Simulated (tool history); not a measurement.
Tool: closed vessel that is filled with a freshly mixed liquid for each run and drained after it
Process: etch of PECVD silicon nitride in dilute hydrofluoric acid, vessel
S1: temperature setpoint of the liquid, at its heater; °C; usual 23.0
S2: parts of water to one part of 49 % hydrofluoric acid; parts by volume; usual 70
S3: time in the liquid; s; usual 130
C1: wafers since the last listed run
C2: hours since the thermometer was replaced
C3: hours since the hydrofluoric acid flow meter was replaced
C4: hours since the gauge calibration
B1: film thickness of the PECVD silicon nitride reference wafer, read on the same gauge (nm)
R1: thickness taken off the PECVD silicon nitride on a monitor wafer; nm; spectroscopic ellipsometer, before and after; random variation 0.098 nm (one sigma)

run      day    S1   S2   S3     C1     C2     C3      C4     B1     R1
  1    0.000  21.5   70  130      0  263.4  415.2   796.7  40.05   8.37
  2    3.883  21.5   70  130  10771  356.6  508.4   889.9  39.97   8.34
      15.246  -- hydrofluoric acid flow meter replaced
  3   16.662  23.0   45   85  35329  663.3   34.0  1196.6  39.97   8.59
      17.946  -- thermometer replaced
  4   19.208  23.0   45   85   6945   30.3   95.1  1257.7  39.99   9.72
  5   22.442  23.0   70  185   8968  107.9  172.7  1335.3  39.97  13.79
  6   24.279  23.0   70  130   5096  152.0  216.8  1379.4  39.99   9.49
  7   28.533  23.0   50  130  11799  254.1  318.9  1481.5  40.01  13.04
  8   31.488  23.0   50  130   8193  325.0  389.8  1552.4  40.02  12.78
  9   34.650  23.0   70  130   8771  400.9  465.7  1628.3  40.02   9.04
 10   37.629  23.0   70  130   8263  472.4  537.2  1699.8  40.02   9.00
 11   40.188  25.5   70  130   7096  533.8  598.6  1761.2  39.99  10.52
 12   42.608  21.0  100  130   6714  591.9  656.7  1819.3  40.01   5.35
      48.788  -- thermometer replaced
      50.204  -- hydrofluoric acid flow meter replaced
 13   54.138  23.0   70   75  31747  128.4   94.4  2096.0  39.98   5.49
      54.200  -- gauge calibrated
 14   58.271  19.5   50  155  11464  227.6  193.6    97.7  40.01  11.95
 15   60.725  23.0   70  130   6807  286.5  252.5   156.6  39.99   9.12
 16   65.146  18.5  105  210  12262  392.6  358.6   262.7  40.02   7.24
 17   67.975  26.0   35   55   7847  460.5  426.5   330.6  40.02   8.95
 18   69.496  23.0   70  130   4218  497.0  463.0   367.1  39.99   8.88
 19   72.350  20.0   70  195   7916  565.5  531.5   435.6  39.96  10.82
 20   75.688  23.0   55  155   9257  645.6  611.6   515.7  39.98  12.94
      76.429  -- thermometer replaced
 21   79.100  27.5   55  100   9349   64.1  693.5   597.6  39.99  13.01
      83.358  -- hydrofluoric acid flow meter replaced
 22   83.379  20.5   70  150  11753  166.8    0.5   700.3  40.02   9.32
 23   87.533  23.0   70   90  11522  266.5  100.2   800.0  40.01   6.53
 24   91.388  23.0   70  130  10690  359.0  192.7   892.5  39.99   9.25
 25   95.308  25.0   70  130  10875  453.1  286.8   986.6  39.98  10.39
 26   97.771  18.5   45  150   6830  512.2  345.9  1045.7  39.99  11.52
 27  100.738  26.0   70   60   8228  583.4  417.1  1116.9  39.95   4.96
 28  103.662  23.0   70  130   8113  653.6  487.3  1187.1  40.01   8.52
 29  106.650  27.5   55  100   8286  725.3  559.0  1258.8  40.00  11.29
     106.808  -- thermometer replaced
 30  109.554  23.0   55  195   7939   65.9  628.7  1328.5  40.01  18.25
 31  113.488  18.5   95  130  10909  160.3  723.1  1422.9  39.99   5.16

Forecast each of these 5 alternatives for the next run:
  A  113.517  23.0  70  175  80  161.0  723.8  1423.6   ?   ?
  B  113.517  24.5  80  165  80  161.0  723.8  1423.6   ?   ?
  C  113.517  23.0  70   70  80  161.0  723.8  1423.6   ?   ?
  D  113.517  26.0  95   55  80  161.0  723.8  1423.6   ?   ?
  E  113.517  20.0  70   80  80  161.0  723.8  1423.6   ?   ?

run     B1     R1
  A  39.98  12.81
  B  39.98  11.71
  C  39.98   5.12
  D  39.98   3.64
  E  39.98   4.77
Without the tool's hidden state the same runs would have given:
run     R1
  A  13.18
  B  12.05
  C   5.27
  D   3.74
  E   4.91
